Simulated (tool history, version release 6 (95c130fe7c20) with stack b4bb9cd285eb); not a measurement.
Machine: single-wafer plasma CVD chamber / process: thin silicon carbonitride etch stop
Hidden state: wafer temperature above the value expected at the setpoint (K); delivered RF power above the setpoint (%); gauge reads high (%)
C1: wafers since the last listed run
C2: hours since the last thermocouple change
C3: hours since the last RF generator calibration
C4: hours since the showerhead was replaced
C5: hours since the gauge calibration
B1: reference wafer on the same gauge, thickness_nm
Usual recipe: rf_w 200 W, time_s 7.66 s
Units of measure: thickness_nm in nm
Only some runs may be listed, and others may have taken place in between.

{"run": 1, "hour": 0.0, "rf_w": 170, "time_s": 6.89, "C1": 0, "C2": 1383.8, "C3": 1146.5, "C4": 5571.5, "C5": 61.5, "B1": 4.088, "thickness_nm": 4.391}
{"run": 2, "hour": 66.6, "rf_w": 230, "time_s": 7.66, "C1": 1771, "C2": 1450.4, "C3": 1213.1, "C4": 5638.1, "C5": 128.1, "B1": 4.082, "thickness_nm": 5.145}
{"run": 3, "hour": 94.9, "rf_w": 230, "time_s": 7.66, "C1": 752, "C2": 1478.7, "C3": 1241.4, "C4": 5666.4, "C5": 156.4, "B1": 4.094, "thickness_nm": 5.147}
{"run": 4, "hour": 122.1, "rf_w": 230, "time_s": 7.66, "C1": 723, "C2": 1505.9, "C3": 1268.6, "C4": 5693.6, "C5": 183.6, "B1": 4.095, "thickness_nm": 5.173}
{"run": 5, "hour": 140.0, "rf_w": 200, "time_s": 6.97, "C1": 476, "C2": 1523.8, "C3": 1286.5, "C4": 5711.5, "C5": 201.5, "B1": 4.087, "thickness_nm": 4.585}
{"hour": 172.5, "done": "showerhead replaced"}
{"run": 6, "hour": 173.4, "rf_w": 200, "time_s": 6.97, "C1": 675, "C2": 1557.2, "C3": 1319.9, "C4": 0.9, "C5": 234.9, "B1": 4.082, "thickness_nm": 4.597}
{"run": 7, "hour": 196.8, "rf_w": 200, "time_s": 7.66, "C1": 622, "C2": 1580.6, "C3": 1343.3, "C4": 24.3, "C5": 258.3, "B1": 4.096, "thickness_nm": 5.064}
{"hour": 230.1, "done": "thermocouple changed; heater temperature recalibrated"}
{"run": 8, "hour": 230.6, "rf_w": 200, "time_s": 7.66, "C1": 686, "C2": 0.5, "C3": 1377.1, "C4": 58.1, "C5": 292.1, "B1": 4.084, "thickness_nm": 4.988}
{"run": 9, "hour": 253.6, "rf_w": 200, "time_s": 7.66, "C1": 611, "C2": 23.5, "C3": 1400.1, "C4": 81.1, "C5": 315.1, "B1": 4.089, "thickness_nm": 5.061}
{"run": 10, "hour": 271.9, "rf_w": 200, "time_s": 7.66, "C1": 486, "C2": 41.8, "C3": 1418.4, "C4": 99.4, "C5": 333.4, "B1": 4.081, "thickness_nm": 5.001}
{"run": 11, "hour": 293.9, "rf_w": 175, "time_s": 7.66, "C1": 585, "C2": 63.8, "C3": 1440.4, "C4": 121.4, "C5": 355.4, "B1": 4.096, "thickness_nm": 4.881}
{"run": 12, "hour": 307.0, "rf_w": 175, "time_s": 8.1, "C1": 348, "C2": 76.9, "C3": 1453.5, "C4": 134.5, "C5": 368.5, "B1": 4.09, "thickness_nm": 5.192}
{"run": 13, "hour": 325.7, "rf_w": 160, "time_s": 6.85, "C1": 497, "C2": 95.6, "C3": 1472.2, "C4": 153.2, "C5": 387.2, "B1": 4.086, "thickness_nm": 4.334}
{"hour": 347.1, "done": "gauge calibrated"}
{"hour": 354.4, "done": "RF generator calibrated"}
{"run": 14, "hour": 354.9, "rf_w": 235, "time_s": 7.66, "C1": 563, "C2": 124.8, "C3": 0.5, "C4": 182.4, "C5": 7.8, "B1": 4.102, "thickness_nm": 5.162}
{"run": 15, "hour": 372.3, "rf_w": 200, "time_s": 7.66, "C1": 462, "C2": 142.2, "C3": 17.9, "C4": 199.8, "C5": 25.2, "B1": 4.097, "thickness_nm": 4.992}
{"run": 16, "hour": 384.4, "rf_w": 230, "time_s": 8.93, "C1": 321, "C2": 154.3, "C3": 30, "C4": 211.9, "C5": 37.3, "B1": 4.085, "thickness_nm": 5.969}
{"run": 17, "hour": 400.9, "rf_w": 225, "time_s": 8.05, "C1": 438, "C2": 170.8, "C3": 46.5, "C4": 228.4, "C5": 53.8, "B1": 4.092, "thickness_nm": 5.42}
{"run": 18, "hour": 436.8, "rf_w": 165, "time_s": 6.58, "C1": 954, "C2": 206.7, "C3": 82.4, "C4": 264.3, "C5": 89.7, "B1": 4.09, "thickness_nm": 4.15}
{"run": 19, "hour": 451.3, "rf_w": 165, "time_s": 8.99, "C1": 385, "C2": 221.2, "C3": 96.9, "C4": 278.8, "C5": 104.2, "B1": 4.086, "thickness_nm": 5.692}

Predict each of these 3 candidate next runs independently; none follows another, all start after run 19:
{"run": "A", "hour": 451.7, "rf_w": 170, "time_s": 7.66, "C1": 10, "C2": 221.6, "C3": 97.3, "C4": 279.2, "C5": 104.6, "B1": "?", "thickness_nm": "?"}
{"run": "B", "hour": 451.7, "rf_w": 160, "time_s": 8.67, "C1": 10, "C2": 221.6, "C3": 97.3, "C4": 279.2, "C5": 104.6, "B1": "?", "thickness_nm": "?"}
{"run": "C", "hour": 451.7, "rf_w": 160, "time_s": 7.66, "C1": 10, "C2": 221.6, "C3": 97.3, "C4": 279.2, "C5": 104.6, "B1": "?", "thickness_nm": "?"}

run=A B1=4.085 thickness_nm=4.886
run=B B1=4.085 thickness_nm=5.473
run=C B1=4.085 thickness_nm=4.836
What these runs would have given with no unlogged condition in the tool:
run=A thickness_nm=4.886
run=B thickness_nm=5.473
run=C thickness_nm=4.836
